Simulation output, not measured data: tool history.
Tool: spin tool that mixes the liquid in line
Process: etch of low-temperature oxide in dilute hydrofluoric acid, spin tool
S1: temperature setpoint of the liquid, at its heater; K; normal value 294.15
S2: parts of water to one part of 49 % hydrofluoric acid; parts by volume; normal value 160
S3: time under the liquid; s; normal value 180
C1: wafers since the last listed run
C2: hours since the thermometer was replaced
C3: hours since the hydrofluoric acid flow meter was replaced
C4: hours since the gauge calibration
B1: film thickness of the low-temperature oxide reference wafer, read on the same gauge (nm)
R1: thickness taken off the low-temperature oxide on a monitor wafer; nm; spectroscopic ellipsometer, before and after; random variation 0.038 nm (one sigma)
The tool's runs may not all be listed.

run 1 hour=0 | S1=296.15 S2=110 S3=180 | C1=0 C2=1631.6 C3=1172.8 C4=421.3 | B1=149.99 | R1=18.92
run 2 hour=43.4 | S1=296.15 S2=110 S3=180 | C1=277 C2=1675 C3=1216.2 C4=464.7 | B1=150.02 | R1=18.94
run 3 hour=148 | S1=296.15 S2=160 S3=180 | C1=667 C2=1779.6 C3=1320.8 C4=569.3 | B1=150.02 | R1=12.22
run 4 hour=206.8 | S1=296.15 S2=160 S3=180 | C1=375 C2=1838.4 C3=1379.6 C4=628.1 | B1=150.01 | R1=12.19
run 5 hour=264.6 | S1=296.15 S2=160 S3=180 | C1=368 C2=1896.2 C3=1437.4 C4=685.9 | B1=150.01 | R1=12.14
run 6 hour=310.4 | S1=294.15 S2=160 S3=180 | C1=292 C2=1942 C3=1483.2 C4=731.7 | B1=150 | R1=11.25
run 7 hour=411.4 | S1=294.15 S2=160 S3=180 | C1=644 C2=2043 C3=1584.2 C4=832.7 | B1=150.03 | R1=11.26
-- hour=427.2 gauge calibrated
run 8 hour=473.7 | S1=294.15 S2=160 S3=180 | C1=397 C2=2105.3 C3=1646.5 C4=46.5 | B1=150 | R1=11.16
-- hour=511.9 hydrofluoric acid flow meter replaced
run 9 hour=530.5 | S1=290.65 S2=130 S3=180 | C1=356 C2=2162.1 C3=18.6 C4=103.3 | B1=150 | R1=12.75
run 10 hour=631.2 | S1=292.15 S2=160 S3=85 | C1=642 C2=2262.8 C3=119.3 C4=204 | B1=150 | R1=5.03
run 11 hour=733.8 | S1=294.15 S2=160 S3=280 | C1=654 C2=2365.4 C3=221.9 C4=306.6 | B1=150.01 | R1=17.87
-- hour=766.6 thermometer replaced
run 12 hour=800.2 | S1=294.15 S2=160 S3=180 | C1=417 C2=33.6 C3=288.3 C4=373 | B1=150.01 | R1=11.92
run 13 hour=891.2 | S1=296.65 S2=160 S3=180 | C1=580 C2=124.6 C3=379.3 C4=464 | B1=150 | R1=13.08
run 14 hour=1060.1 | S1=294.15 S2=160 S3=180 | C1=1078 C2=293.5 C3=548.2 C4=632.9 | B1=149.99 | R1=11.88
run 15 hour=1148.1 | S1=294.15 S2=160 S3=180 | C1=561 C2=381.5 C3=636.2 C4=720.9 | B1=150 | R1=11.8

Expected results for the next run?
run 16 hour=1214.7 | S1=298.15 S2=125 S3=150 | C1=425 C2=448.1 C3=702.8 C4=787.5 | B1=? | R1=?

{"run 16": {"B1": 149.97, "R1": 15.25}}
With no hidden state in the tool, this same run would have given R1 15.72 nm.
